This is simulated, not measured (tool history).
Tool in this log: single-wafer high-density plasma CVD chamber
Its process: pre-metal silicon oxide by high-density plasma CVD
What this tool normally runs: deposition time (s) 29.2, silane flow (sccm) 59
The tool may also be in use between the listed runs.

run     day  deposition time (s)  silane flow (sccm)  read-back reference wafer on the same gauge, thickness_nm  mean film thickness on the monitor wafer (nm)
  1       0                 29.2                  59                                                    155.928                                         190.12
  2   2.575                 29.2                  50                                                    156.155                                        161.538
  3   5.125                 29.2                  50                                                    156.089                                        162.899
  4   6.471                 29.2                  63                                                    156.204                                        204.999
  5   8.475                 29.2                  63                                                    156.017                                        202.738
  6   9.796                 29.2                  65                                                    155.936                                        210.386
  7   12.45                   27                  59                                                    155.621                                        176.679
  8  13.704                   27                  59                                                    156.107                                        178.314
  9  15.292                 29.2                  55                                                    156.142                                        179.125
 10   18.15                 29.2                  55                                                    155.904                                        180.087
 11  20.825                 29.2                  55                                                    155.836                                        179.801
 12  23.075                 29.2                  59                                                    155.621                                        194.212
 13  24.988                 29.2                  59                                                    155.852                                        193.622
 14  27.642                 33.6                  59                                                    156.336                                        222.957
     30.038  -- silane flow controller replaced
 15  30.054                 33.6                  59                                                    155.861                                        213.046
 16  31.329                 30.8                  59                                                    156.023                                        194.187
 17  34.296                 30.8                  59                                                    156.079                                        193.499
 18    36.1                 30.8                  59                                                    155.981                                        194.814

Run 19 is up next; what results do you expect?
 19  38.558                 27.5                  63                                                          ?                                              ?

Run 19 came out at read-back reference wafer on the same gauge, thickness_nm 155.711, mean film thickness on the monitor wafer (nm) 186.313.
If the tool had no hidden condition, the same run with the same run-to-run variation would have returned mean film thickness on the monitor wafer (nm) 184.545.
